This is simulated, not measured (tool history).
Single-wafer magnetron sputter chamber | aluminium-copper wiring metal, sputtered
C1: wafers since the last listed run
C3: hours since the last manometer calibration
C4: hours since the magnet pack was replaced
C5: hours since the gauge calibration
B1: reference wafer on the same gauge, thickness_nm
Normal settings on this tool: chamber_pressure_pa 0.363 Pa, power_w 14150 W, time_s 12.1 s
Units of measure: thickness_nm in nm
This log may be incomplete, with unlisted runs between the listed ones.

run 1 day=0 | chamber_pressure_pa=0.363 power_w=14150 time_s=12.1 | C1=0 wafers_on_the_sputter_target=6 C3=2257.4 C4=10134.1 C5=404.8 | B1=248.016 | thickness_nm=295.608
run 2 day=1.229 | chamber_pressure_pa=0.363 power_w=14150 time_s=10.9 | C1=423 wafers_on_the_sputter_target=430 C3=2286.9 C4=10163.6 C5=434.3 | B1=248.112 | thickness_nm=267.14
run 3 day=2.117 | chamber_pressure_pa=0.363 power_w=14150 time_s=10.9 | C1=305 wafers_on_the_sputter_target=736 C3=2308.2 C4=10184.9 C5=455.6 | B1=247.868 | thickness_nm=267.316
run 4 day=2.783 | chamber_pressure_pa=0.363 power_w=16750 time_s=12.1 | C1=229 wafers_on_the_sputter_target=966 C3=2324.2 C4=10200.9 C5=471.6 | B1=247.952 | thickness_nm=351.83
run 5 day=3.304 | chamber_pressure_pa=0.314 power_w=14150 time_s=13.7 | C1=179 wafers_on_the_sputter_target=1145 C3=2336.7 C4=10213.4 C5=484.1 | B1=248.038 | thickness_nm=343.93
run 6 day=4.542 | chamber_pressure_pa=0.363 power_w=14150 time_s=12.1 | C1=426 wafers_on_the_sputter_target=1572 C3=2366.4 C4=10243.1 C5=513.8 | B1=248.075 | thickness_nm=295.173
run 7 day=5.271 | chamber_pressure_pa=0.363 power_w=14150 time_s=12.1 | C1=251 wafers_on_the_sputter_target=1823 C3=2383.9 C4=10260.6 C5=531.3 | B1=247.981 | thickness_nm=296.156
run 8 day=5.842 | chamber_pressure_pa=0.363 power_w=14150 time_s=12.1 | C1=196 wafers_on_the_sputter_target=2020 C3=2397.6 C4=10274.3 C5=545 | B1=247.935 | thickness_nm=295.063
run 9 day=7.129 | chamber_pressure_pa=0.363 power_w=12200 time_s=12.1 | C1=443 wafers_on_the_sputter_target=2464 C3=2428.5 C4=10305.2 C5=575.9 | B1=248.077 | thickness_nm=255.104
run 10 day=8.15 | chamber_pressure_pa=0.363 power_w=12200 time_s=12.1 | C1=351 wafers_on_the_sputter_target=2816 C3=2453 C4=10329.7 C5=600.4 | B1=247.982 | thickness_nm=256.042
run 11 day=8.762 | chamber_pressure_pa=0.363 power_w=12200 time_s=12.1 | C1=211 wafers_on_the_sputter_target=3027 C3=2467.7 C4=10344.4 C5=615.1 | B1=248.028 | thickness_nm=254.848
run 12 day=9.362 | chamber_pressure_pa=0.445 power_w=14150 time_s=12.1 | C1=206 wafers_on_the_sputter_target=3234 C3=2482.1 C4=10358.8 C5=629.5 | B1=247.958 | thickness_nm=283.144
-- day=10.075 magnet pack replaced
run 13 day=10.158 | chamber_pressure_pa=0.445 power_w=14150 time_s=12.1 | C1=159 wafers_on_the_sputter_target=3393 C3=2501.2 C4=2 C5=648.6 | B1=247.915 | thickness_nm=282.686
run 14 day=10.675 | chamber_pressure_pa=0.363 power_w=14150 time_s=12.1 | C1=178 wafers_on_the_sputter_target=3571 C3=2513.6 C4=14.4 C5=661 | B1=247.965 | thickness_nm=295.654
run 15 day=12.083 | chamber_pressure_pa=0.363 power_w=14150 time_s=12.1 | C1=485 wafers_on_the_sputter_target=4057 C3=2547.4 C4=48.2 C5=694.8 | B1=247.864 | thickness_nm=295.266
-- day=12.796 sputter target and shields replaced
run 16 day=13.579 | chamber_pressure_pa=0.405 power_w=14150 time_s=12.1 | C1=400 wafers_on_the_sputter_target=269 C3=2583.3 C4=84.1 C5=730.7 | B1=247.981 | thickness_nm=290.043
-- day=14.992 gauge calibrated
run 17 day=15.079 | chamber_pressure_pa=0.416 power_w=15350 time_s=9.7 | C1=517 wafers_on_the_sputter_target=787 C3=2619.3 C4=120.1 C5=2.1 | B1=247.962 | thickness_nm=249.978
run 18 day=17.304 | chamber_pressure_pa=0.322 power_w=11650 time_s=10.8 | C1=766 wafers_on_the_sputter_target=1554 C3=2672.7 C4=173.5 C5=55.5 | B1=248.061 | thickness_nm=222.45
run 19 day=18.212 | chamber_pressure_pa=0.363 power_w=14150 time_s=12.1 | C1=313 wafers_on_the_sputter_target=1867 C3=2694.5 C4=195.3 C5=77.3 | B1=248.025 | thickness_nm=295.983
-- day=20.733 capacitance manometer re-zeroed and calibrated
run 20 day=22.538 | chamber_pressure_pa=0.363 power_w=14150 time_s=10.6 | C1=1375 wafers_on_the_sputter_target=3243 C3=43.3 C4=299.1 C5=181.1 | B1=247.994 | thickness_nm=259.48
run 21 day=24.8 | chamber_pressure_pa=0.363 power_w=14150 time_s=12.1 | C1=779 wafers_on_the_sputter_target=4023 C3=97.6 C4=353.4 C5=235.4 | B1=247.976 | thickness_nm=295.714
run 22 day=25.454 | chamber_pressure_pa=0.363 power_w=17250 time_s=10.3 | C1=225 wafers_on_the_sputter_target=4248 C3=113.3 C4=369.1 C5=251.1 | B1=247.899 | thickness_nm=305.917
-- day=26.225 sputter target and shields replaced
run 23 day=26.462 | chamber_pressure_pa=0.363 power_w=11850 time_s=12.1 | C1=232 wafers_on_the_sputter_target=81 C3=137.5 C4=393.3 C5=275.3 | B1=247.978 | thickness_nm=248.027
run 24 day=28.679 | chamber_pressure_pa=0.363 power_w=16050 time_s=12.1 | C1=764 wafers_on_the_sputter_target=845 C3=190.7 C4=446.5 C5=328.5 | B1=248.148 | thickness_nm=335.321
run 25 day=30.45 | chamber_pressure_pa=0.231 power_w=11300 time_s=13.8 | C1=610 wafers_on_the_sputter_target=1456 C3=233.2 C4=489 C5=371 | B1=248.026 | thickness_nm=289.326
run 26 day=31.917 | chamber_pressure_pa=0.256 power_w=14150 time_s=12.1 | C1=505 wafers_on_the_sputter_target=1961 C3=268.4 C4=524.2 C5=406.2 | B1=247.968 | thickness_nm=313.109
run 27 day=33.188 | chamber_pressure_pa=0.363 power_w=14150 time_s=12.1 | C1=438 wafers_on_the_sputter_target=2400 C3=298.9 C4=554.7 C5=436.7 | B1=248.01 | thickness_nm=295.176
run 28 day=34.062 | chamber_pressure_pa=0.481 power_w=17550 time_s=10.8 | C1=301 wafers_on_the_sputter_target=2701 C3=319.9 C4=575.7 C5=457.7 | B1=248.024 | thickness_nm=307.072
run 29 day=35.55 | chamber_pressure_pa=0.248 power_w=16900 time_s=13.2 | C1=512 wafers_on_the_sputter_target=3214 C3=355.6 C4=611.4 C5=493.4 | B1=248.046 | thickness_nm=410.433
run 30 day=36.742 | chamber_pressure_pa=0.363 power_w=17350 time_s=13.8 | C1=410 wafers_on_the_sputter_target=3625 C3=384.2 C4=640 C5=522 | B1=247.785 | thickness_nm=411.74
run 31 day=37.758 | chamber_pressure_pa=0.363 power_w=14150 time_s=12.1 | C1=350 wafers_on_the_sputter_target=3975 C3=408.6 C4=664.4 C5=546.4 | B1=248.028 | thickness_nm=296.414
run 32 day=38.417 | chamber_pressure_pa=0.295 power_w=17550 time_s=12.1 | C1=226 wafers_on_the_sputter_target=4202 C3=424.4 C4=680.2 C5=562.2 | B1=247.899 | thickness_nm=380.52
run 33 day=39.033 | chamber_pressure_pa=0.231 power_w=11300 time_s=13.8 | C1=212 wafers_on_the_sputter_target=4415 C3=439.2 C4=695 C5=577 | B1=247.906 | thickness_nm=289.487
-- day=39.679 sputter target and shields replaced
run 34 day=39.7 | chamber_pressure_pa=0.476 power_w=10750 time_s=14.2 | C1=114 wafers_on_the_sputter_target=7 C3=455.2 C4=711 C5=593 | B1=247.985 | thickness_nm=249.237
run 35 day=40.883 | chamber_pressure_pa=0.237 power_w=16050 time_s=12.1 | C1=407 wafers_on_the_sputter_target=415 C3=483.6 C4=739.4 C5=621.4 | B1=248 | thickness_nm=360.345
run 36 day=41.633 | chamber_pressure_pa=0.363 power_w=14150 time_s=12.1 | C1=258 wafers_on_the_sputter_target=673 C3=501.6 C4=757.4 C5=639.4 | B1=248.006 | thickness_nm=294.836

Exercise: give the hidden state of the tool at every run:
deposition rate above that of a new target (%): 0 in every run
true argon pressure above the setpoint (%): 0 in every run
gauge reads high (%): 0 in every run
